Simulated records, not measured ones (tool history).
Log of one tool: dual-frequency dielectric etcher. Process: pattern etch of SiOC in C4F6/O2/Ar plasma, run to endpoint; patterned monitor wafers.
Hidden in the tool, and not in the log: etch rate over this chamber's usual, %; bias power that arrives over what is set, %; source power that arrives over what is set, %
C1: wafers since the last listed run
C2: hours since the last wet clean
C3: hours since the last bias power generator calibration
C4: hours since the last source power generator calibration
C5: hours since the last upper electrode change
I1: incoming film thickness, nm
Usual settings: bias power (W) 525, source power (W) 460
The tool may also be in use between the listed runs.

Run 1, hour 0.0: usual settings; C1 0; C2 282.0; C3 2765.3; C4 1793.8; C5 3874.4; I1 26.11. Result: endpoint time (s) 8.0.
At hour 262.3: wet clean of the chamber.
Run 2, hour 277.3: usual settings but bias power (W) 473; C1 3750; C2 15.0; C3 3042.6; C4 2071.1; C5 4151.7; I1 26.42. Result: endpoint time (s) 8.3.
Run 3, hour 317.6: usual settings but bias power (W) 454; C1 596; C2 55.3; C3 3082.9; C4 2111.4; C5 4192.0; I1 25.94. Result: endpoint time (s) 8.4.
Run 4, hour 358.0: usual settings but bias power (W) 454; C1 598; C2 95.7; C3 3123.3; C4 2151.8; C5 4232.4; I1 26.00. Result: endpoint time (s) 8.4.
Run 5, hour 406.2: usual settings but bias power (W) 607; C1 713; C2 143.9; C3 3171.5; C4 2200.0; C5 4280.6; I1 26.38. Result: endpoint time (s) 7.7.
At hour 472.9: upper electrode replaced.
Run 6, hour 486.9: usual settings but bias power (W) 607; C1 839; C2 224.6; C3 3252.2; C4 2280.7; C5 14.0; I1 26.10. Result: endpoint time (s) 7.7.
Run 7, hour 578.0: usual settings; C1 1348; C2 315.7; C3 3343.3; C4 2371.8; C5 105.1; I1 26.35. Result: endpoint time (s) 8.2.
At hour 604.2: source power generator calibrated.
Run 8, hour 645.1: usual settings; C1 934; C2 382.8; C3 3410.4; C4 40.9; C5 172.2; I1 26.28. Result: endpoint time (s) 8.2.
Run 9, hour 684.3: usual settings; C1 580; C2 422.0; C3 3449.6; C4 80.1; C5 211.4; I1 26.32. Result: endpoint time (s) 8.2.
Run 10, hour 728.5: usual settings but bias power (W) 578, source power (W) 380; C1 654; C2 466.2; C3 3493.8; C4 124.3; C5 255.6; I1 26.31. Result: endpoint time (s) 8.4.
At hour 744.9: bias power generator calibrated.
At hour 766.8: wet clean of the chamber.
Run 11, hour 803.4: usual settings but bias power (W) 440; C1 726; C2 36.6; C3 58.5; C4 199.2; C5 330.5; I1 26.17. Result: endpoint time (s) 8.6.
Run 12, hour 855.9: usual settings but bias power (W) 475, source power (W) 510; C1 777; C2 89.1; C3 111.0; C4 251.7; C5 383.0; I1 26.23. Result: endpoint time (s) 8.0.
Run 13, hour 914.9: usual settings but bias power (W) 610, source power (W) 410; C1 873; C2 148.1; C3 170.0; C4 310.7; C5 442.0; I1 26.23. Result: endpoint time (s) 8.0.
Run 14, hour 953.6: usual settings but bias power (W) 627, source power (W) 390; C1 573; C2 186.8; C3 208.7; C4 349.4; C5 480.7; I1 26.28. Result: endpoint time (s) 8.0.
Run 15, hour 1024.5: usual settings but bias power (W) 561, source power (W) 540; C1 1049; C2 257.7; C3 279.6; C4 420.3; C5 551.6; I1 26.13. Result: endpoint time (s) 7.4.
Run 16, hour 1113.7: usual settings but bias power (W) 424, source power (W) 400; C1 1320; C2 346.9; C3 368.8; C4 509.5; C5 640.8; I1 26.25. Result: endpoint time (s) 9.1.
Run 17, hour 1202.1: usual settings but bias power (W) 399, source power (W) 520; C1 1309; C2 435.3; C3 457.2; C4 597.9; C5 729.2; I1 26.12. Result: endpoint time (s) 8.5.

Forecast each of these 5 alternatives for the next run:
Run A, hour 1202.5: usual settings but bias power (W) 425; C1 5; C2 435.7; C3 457.6; C4 598.3; C5 729.6; I1 26.13. Result: endpoint time (s) ?.
Run B, hour 1202.5: usual settings but bias power (W) 577, source power (W) 370; C1 5; C2 435.7; C3 457.6; C4 598.3; C5 729.6; I1 26.13. Result: endpoint time (s) ?.
Run C, hour 1202.5: usual settings but bias power (W) 468; C1 5; C2 435.7; C3 457.6; C4 598.3; C5 729.6; I1 26.13. Result: endpoint time (s) ?.
Run D, hour 1202.5: usual settings but bias power (W) 584; C1 5; C2 435.7; C3 457.6; C4 598.3; C5 729.6; I1 26.13. Result: endpoint time (s) ?.
Run E, hour 1202.5: usual settings but bias power (W) 614; C1 5; C2 435.7; C3 457.6; C4 598.3; C5 729.6; I1 26.13. Result: endpoint time (s) ?.

run  endpoint time (s)
  A                8.6
  B                8.4
  C                8.4
  D                7.8
  E                7.6
Without the tool's hidden state the same runs would have given:
run  endpoint time (s)
  A                8.6
  B                8.4
  C                8.4
  D                7.8
  E                7.6

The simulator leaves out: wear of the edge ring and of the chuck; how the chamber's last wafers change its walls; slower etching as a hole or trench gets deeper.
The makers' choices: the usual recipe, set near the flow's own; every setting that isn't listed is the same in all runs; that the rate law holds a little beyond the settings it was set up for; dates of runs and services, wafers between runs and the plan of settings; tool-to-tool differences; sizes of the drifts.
